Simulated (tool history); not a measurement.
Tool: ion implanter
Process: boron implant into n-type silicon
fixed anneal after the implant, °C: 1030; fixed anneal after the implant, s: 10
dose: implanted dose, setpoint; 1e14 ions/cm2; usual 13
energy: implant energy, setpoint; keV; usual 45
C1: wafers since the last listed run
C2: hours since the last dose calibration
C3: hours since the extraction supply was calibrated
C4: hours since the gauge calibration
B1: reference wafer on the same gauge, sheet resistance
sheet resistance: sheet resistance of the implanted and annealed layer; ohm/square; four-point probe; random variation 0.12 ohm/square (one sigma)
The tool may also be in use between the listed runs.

Run 1, day 0: usual settings; C1 0; C2 2207.7; C3 4522.3; C4 230.6; B1 68.41. Result: sheet resistance 76.95 ohm/square.
Run 2, day 0.329: usual settings; C1 244; C2 2215.6; C3 4530.2; C4 238.5; B1 68.36. Result: sheet resistance 76.91 ohm/square.
Run 3, day 0.958: usual settings but dose 11.36 1e14 ions/cm2; C1 466; C2 2230.7; C3 4545.3; C4 253.6; B1 68.39. Result: sheet resistance 86.19 ohm/square.
Run 4, day 1.296: usual settings but dose 11.36 1e14 ions/cm2; C1 250; C2 2238.8; C3 4553.4; C4 261.7; B1 68.41. Result: sheet resistance 86.18 ohm/square.
Run 5, day 1.858: usual settings but dose 11.36 1e14 ions/cm2; C1 417; C2 2252.3; C3 4566.9; C4 275.2; B1 68.43. Result: sheet resistance 86.22 ohm/square.
Run 6, day 3.529: usual settings but dose 11.67 1e14 ions/cm2; C1 1239; C2 2292.4; C3 4607; C4 315.3; B1 68.45. Result: sheet resistance 84.16 ohm/square.
Run 7, day 3.875: usual settings; C1 256; C2 2300.7; C3 4615.3; C4 323.6; B1 68.38. Result: sheet resistance 76.94 ohm/square.
At day 4.5: Faraday cup replaced and dose calibrated.
Run 8, day 4.521: usual settings; C1 231; C2 0.5; C3 4630.8; C4 339.1; B1 68.37. Result: sheet resistance 84.5 ohm/square.
At day 4.821: gauge calibrated.
Run 9, day 5.533: usual settings; C1 751; C2 24.8; C3 4655.1; C4 17.1; B1 68.42. Result: sheet resistance 84.19 ohm/square.
Run 10, day 6.246: usual settings but energy 56 keV; C1 528; C2 41.9; C3 4672.2; C4 34.2; B1 68.41. Result: sheet resistance 82.77 ohm/square.
Run 11, day 6.829: usual settings but energy 56 keV; C1 432; C2 55.9; C3 4686.2; C4 48.2; B1 68.39. Result: sheet resistance 82.8 ohm/square.
At day 7.296: Faraday cup replaced and dose calibrated, repeated, since the last time left the tool worse.
At day 7.3: extraction supply calibrated.
Run 12, day 7.529: usual settings but dose 10.61 1e14 ions/cm2, energy 59 keV; C1 267; C2 5.6; C3 5.5; C4 65; B1 68.4. Result: sheet resistance 92.14 ohm/square.
Run 13, day 8.171: usual settings but dose 14.96 1e14 ions/cm2, energy 50.5 keV; C1 476; C2 21; C3 20.9; C4 80.4; B1 68.42. Result: sheet resistance 69.96 ohm/square.
Run 14, day 8.921: usual settings but dose 15.22 1e14 ions/cm2, energy 34.5 keV; C1 556; C2 39; C3 38.9; C4 98.4; B1 68.37. Result: sheet resistance 70.66 ohm/square.
Run 15, day 9.433: usual settings but dose 10.85 1e14 ions/cm2, energy 51.5 keV; C1 380; C2 51.3; C3 51.2; C4 110.7; B1 68.43. Result: sheet resistance 91.5 ohm/square.
Run 16, day 9.825: usual settings but dose 15.85 1e14 ions/cm2; C1 290; C2 60.7; C3 60.6; C4 120.1; B1 68.4. Result: sheet resistance 67.04 ohm/square.
Run 17, day 10.075: usual settings but dose 11.84 1e14 ions/cm2; C1 185; C2 66.7; C3 66.6; C4 126.1; B1 68.43. Result: sheet resistance 85.79 ohm/square.
Run 18, day 10.412: usual settings; C1 250; C2 74.8; C3 74.7; C4 134.2; B1 68.38. Result: sheet resistance 79.34 ohm/square.
Run 19, day 11.021: usual settings; C1 451; C2 89.4; C3 89.3; C4 148.8; B1 68.4. Result: sheet resistance 79.2 ohm/square.
Run 20, day 11.571: usual settings but dose 15.59 1e14 ions/cm2, energy 54.5 keV; C1 408; C2 102.6; C3 102.5; C4 162; B1 68.42. Result: sheet resistance 67.02 ohm/square.
Run 21, day 12.283: usual settings but dose 14.44 1e14 ions/cm2, energy 36.5 keV; C1 528; C2 119.7; C3 119.6; C4 179.1; B1 68.41. Result: sheet resistance 73.53 ohm/square.
Run 22, day 12.883: usual settings but dose 15.81 1e14 ions/cm2, energy 60 keV; C1 445; C2 134.1; C3 134; C4 193.5; B1 68.4. Result: sheet resistance 65.29 ohm/square.

Forecast each of these 3 alternatives for the next run:
Run A, day 12.9: usual settings; C1 12; C2 134.5; C3 134.4; C4 193.9; B1 ?. Result: sheet resistance ?.
Run B, day 12.9: usual settings but dose 10.35 1e14 ions/cm2, energy 31 keV; C1 12; C2 134.5; C3 134.4; C4 193.9; B1 ?. Result: sheet resistance ?.
Run C, day 12.9: usual settings but dose 16.09 1e14 ions/cm2; C1 12; C2 134.5; C3 134.4; C4 193.9; B1 ?. Result: sheet resistance ?.

run    B1  sheet resistance
  A  68.4             79.09
  B  68.4             97.69
  C  68.4             66.11
Without the tool's hidden state the same runs would have given:
run  sheet resistance
  A             79.82
  B             98.58
  C             66.72
